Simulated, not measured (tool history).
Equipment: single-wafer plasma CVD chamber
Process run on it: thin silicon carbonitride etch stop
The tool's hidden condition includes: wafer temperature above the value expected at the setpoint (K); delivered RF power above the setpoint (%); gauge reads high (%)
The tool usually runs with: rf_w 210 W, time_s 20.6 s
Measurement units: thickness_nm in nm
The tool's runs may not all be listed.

run,hour,rf_w,time_s,wafers since the last listed run,hours since the last thermocouple change,hours since the last RF generator calibration,hours since the showerhead was replaced,hours since the gauge calibration,"read-back reference wafer on the same gauge, thickness_nm",thickness_nm
1,0,210,20.6,0,1539.7,1196.7,3251.5,2022.6,11.149,11.802
2,75.7,210,20.6,2001,1615.4,1272.4,3327.2,2098.3,11.157,11.988
3,121,210,20.6,1197,1660.7,1317.7,3372.5,2143.6,11.153,11.861
4,160,210,20.6,1031,1699.7,1356.7,3411.5,2182.6,11.159,11.957
# hour 212.5: RF generator calibrated
5,229.7,210,20.6,1631,1769.4,17.2,3481.2,2252.3,11.125,12.021
6,324.4,210,20.6,2503,1864.1,111.9,3575.9,2347,11.12,11.937
# hour 375.9: showerhead replaced
7,424.2,210,20.6,2427,1963.9,211.7,48.3,2446.8,11.118,11.88
8,498.9,210,20.6,1975,2038.6,286.4,123,2521.5,11.113,11.928
9,579.8,235,20.6,2139,2119.5,367.3,203.9,2602.4,11.095,12.136
10,618.5,235,20.6,1023,2158.2,406,242.6,2641.1,11.089,12.133
11,691.6,230,17.9,1932,2231.3,479.1,315.7,2714.2,11.075,10.486
12,762.7,210,20.6,1879,2302.4,550.2,386.8,2785.3,11.064,11.847
13,862.5,210,20.6,2638,2402.2,650,486.6,2885.1,11.08,11.794
# hour 941.9: thermocouple changed; heater temperature recalibrated
14,955.1,210,20.6,2236,13.2,742.6,579.2,2977.7,11.048,11.9
15,1057.3,250,23.7,2702,115.4,844.8,681.4,3079.9,11.031,14.01
16,1145,210,19.4,2318,203.1,932.5,769.1,3167.6,11.027,11.177
17,1182.8,245,18.4,999,240.9,970.3,806.9,3205.4,11.026,10.919
18,1219.9,210,20.6,980,278,1007.4,844,3242.5,11.029,11.784
19,1314.9,210,22,2511,373,1102.4,939,3337.5,11.027,12.587
20,1372.1,225,24.1,1512,430.2,1159.6,996.2,3394.7,11.005,14.033
# hour 1388.6: gauge calibrated
21,1426.1,200,22.3,1427,484.2,1213.6,1050.2,37.5,11.214,12.865
22,1499.1,225,18.2,1930,557.2,1286.6,1123.2,110.5,11.21,10.698
23,1598,250,23.3,2614,656.1,1385.5,1222.1,209.4,11.196,13.92
24,1686.9,210,20.6,2350,745,1474.4,1311,298.3,11.215,11.948
# hour 1785.7: RF generator calibrated
25,1786.2,210,20.6,2413,844.3,0.5,1410.3,397.6,11.219,12.024
26,1886.2,210,20.6,2644,944.3,100.5,1510.3,497.6,11.206,12.046
27,1989.6,195,20.6,2733,1047.7,203.9,1613.7,601,11.206,11.827
28,2047.8,175,23,1538,1105.9,262.1,1671.9,659.2,11.211,12.933
29,2103,220,20.6,1459,1161.1,317.3,1727.1,714.4,11.212,12.103
30,2145.7,200,24.3,1128,1203.8,360,1769.8,757.1,11.198,14.04
31,2192.9,210,20.6,1247,1251,407.2,1817,804.3,11.207,12.113
32,2278.8,230,16.8,2271,1336.9,493.1,1902.9,890.2,11.198,9.937
33,2366.3,245,23.4,2313,1424.4,580.6,1990.4,977.7,11.19,14.138
34,2412.3,240,24.5,1216,1470.4,626.6,2036.4,1023.7,11.17,14.596
35,2621.8,245,21.7,5539,1679.9,836.1,2245.9,1233.2,11.177,12.999
36,2707.7,210,20.6,2271,1765.8,922,2331.8,1319.1,11.166,12.022

Forecast each of these 3 alternatives for the next run:
A,2708.1,230,20.6,10,1766.2,922.4,2332.2,1319.5,?,?
B,2708.1,180,24.4,10,1766.2,922.4,2332.2,1319.5,?,?
C,2708.1,240,19.3,10,1766.2,922.4,2332.2,1319.5,?,?

run,"read-back reference wafer on the same gauge, thickness_nm",thickness_nm
A,11.177,12.141
B,11.177,13.745
C,11.177,11.469
Without the tool's hidden state the same runs would have given:
run,thickness_nm
A,12.166
B,13.774
C,11.493
